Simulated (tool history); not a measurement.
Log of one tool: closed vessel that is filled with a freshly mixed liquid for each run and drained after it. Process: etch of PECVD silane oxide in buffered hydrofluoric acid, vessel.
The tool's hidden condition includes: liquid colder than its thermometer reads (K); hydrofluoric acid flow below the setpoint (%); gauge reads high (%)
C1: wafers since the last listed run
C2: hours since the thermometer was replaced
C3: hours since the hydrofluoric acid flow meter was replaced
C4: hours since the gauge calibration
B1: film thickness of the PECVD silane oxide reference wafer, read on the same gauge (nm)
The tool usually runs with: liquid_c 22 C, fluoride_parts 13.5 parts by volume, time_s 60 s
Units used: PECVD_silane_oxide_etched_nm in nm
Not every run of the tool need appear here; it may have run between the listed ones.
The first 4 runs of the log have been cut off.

{"run": 5, "day": 6.204, "liquid_c": 22, "fluoride_parts": 13.5, "time_s": 60, "C1": 4535, "C2": 1951.8, "C3": 308.7, "C4": 762.1, "B1": 49.99, "PECVD_silane_oxide_etched_nm": 102.3}
{"run": 6, "day": 8.283, "liquid_c": 22, "fluoride_parts": 13.5, "time_s": 40, "C1": 5427, "C2": 2001.7, "C3": 358.6, "C4": 812, "B1": 49.97, "PECVD_silane_oxide_etched_nm": 66.87}
{"run": 7, "day": 10.296, "liquid_c": 22, "fluoride_parts": 13.5, "time_s": 60, "C1": 5253, "C2": 2050, "C3": 406.9, "C4": 860.3, "B1": 49.98, "PECVD_silane_oxide_etched_nm": 102.16}
{"run": 8, "day": 12.196, "liquid_c": 22, "fluoride_parts": 13.5, "time_s": 60, "C1": 4959, "C2": 2095.6, "C3": 452.5, "C4": 905.9, "B1": 50, "PECVD_silane_oxide_etched_nm": 100.23}
{"day": 12.633, "done": "thermometer replaced"}
{"run": 9, "day": 13.967, "liquid_c": 18, "fluoride_parts": 13.5, "time_s": 60, "C1": 4513, "C2": 32, "C3": 495, "C4": 948.4, "B1": 50, "PECVD_silane_oxide_etched_nm": 79.88}
{"run": 10, "day": 15.8, "liquid_c": 22, "fluoride_parts": 10, "time_s": 60, "C1": 4785, "C2": 76, "C3": 539, "C4": 992.4, "B1": 50.01, "PECVD_silane_oxide_etched_nm": 133.98}
{"run": 11, "day": 17.979, "liquid_c": 22, "fluoride_parts": 10, "time_s": 60, "C1": 5688, "C2": 128.3, "C3": 591.3, "C4": 1044.7, "B1": 50.01, "PECVD_silane_oxide_etched_nm": 135.21}
{"run": 12, "day": 20.471, "liquid_c": 22, "fluoride_parts": 13.5, "time_s": 75, "C1": 6504, "C2": 188.1, "C3": 651.1, "C4": 1104.5, "B1": 50, "PECVD_silane_oxide_etched_nm": 125.19}
{"run": 13, "day": 22.65, "liquid_c": 22, "fluoride_parts": 13.5, "time_s": 75, "C1": 5688, "C2": 240.4, "C3": 703.4, "C4": 1156.8, "B1": 49.97, "PECVD_silane_oxide_etched_nm": 124.26}
{"day": 23.162, "done": "hydrofluoric acid flow meter replaced"}
{"run": 14, "day": 24.321, "liquid_c": 27, "fluoride_parts": 10.5, "time_s": 40, "C1": 4252, "C2": 280.5, "C3": 27.8, "C4": 1196.9, "B1": 49.99, "PECVD_silane_oxide_etched_nm": 116.03}
{"run": 15, "day": 25.479, "liquid_c": 26, "fluoride_parts": 15.5, "time_s": 60, "C1": 3023, "C2": 308.3, "C3": 55.6, "C4": 1224.7, "B1": 50.02, "PECVD_silane_oxide_etched_nm": 111.28}
{"run": 16, "day": 27.096, "liquid_c": 25, "fluoride_parts": 17, "time_s": 70, "C1": 4220, "C2": 347.1, "C3": 94.4, "C4": 1263.5, "B1": 50, "PECVD_silane_oxide_etched_nm": 113.51}
{"run": 17, "day": 29.129, "liquid_c": 20, "fluoride_parts": 18.5, "time_s": 70, "C1": 5307, "C2": 395.9, "C3": 143.2, "C4": 1312.3, "B1": 50, "PECVD_silane_oxide_etched_nm": 77.8}
{"run": 18, "day": 31.046, "liquid_c": 22, "fluoride_parts": 13.5, "time_s": 60, "C1": 5003, "C2": 441.9, "C3": 189.2, "C4": 1358.3, "B1": 50, "PECVD_silane_oxide_etched_nm": 102.43}
{"run": 19, "day": 32.071, "liquid_c": 17, "fluoride_parts": 12, "time_s": 70, "C1": 2675, "C2": 466.5, "C3": 213.8, "C4": 1382.9, "B1": 49.97, "PECVD_silane_oxide_etched_nm": 100.82}

Run 20 has not been measured yet. What should we expect?
{"day": 33.646, "done": "gauge calibrated"}
{"run": 20, "day": 35.012, "liquid_c": 19.5, "fluoride_parts": 11, "time_s": 60, "C1": 7679, "C2": 537.1, "C3": 284.4, "C4": 32.8, "B1": "?", "PECVD_silane_oxide_etched_nm": "?"}

Run 20 yielded B1 49.99, PECVD_silane_oxide_etched_nm 108.83 nm.
Were there no unlogged condition in the tool, this run, its random variation unchanged, would have produced PECVD_silane_oxide_etched_nm 110.68 nm.

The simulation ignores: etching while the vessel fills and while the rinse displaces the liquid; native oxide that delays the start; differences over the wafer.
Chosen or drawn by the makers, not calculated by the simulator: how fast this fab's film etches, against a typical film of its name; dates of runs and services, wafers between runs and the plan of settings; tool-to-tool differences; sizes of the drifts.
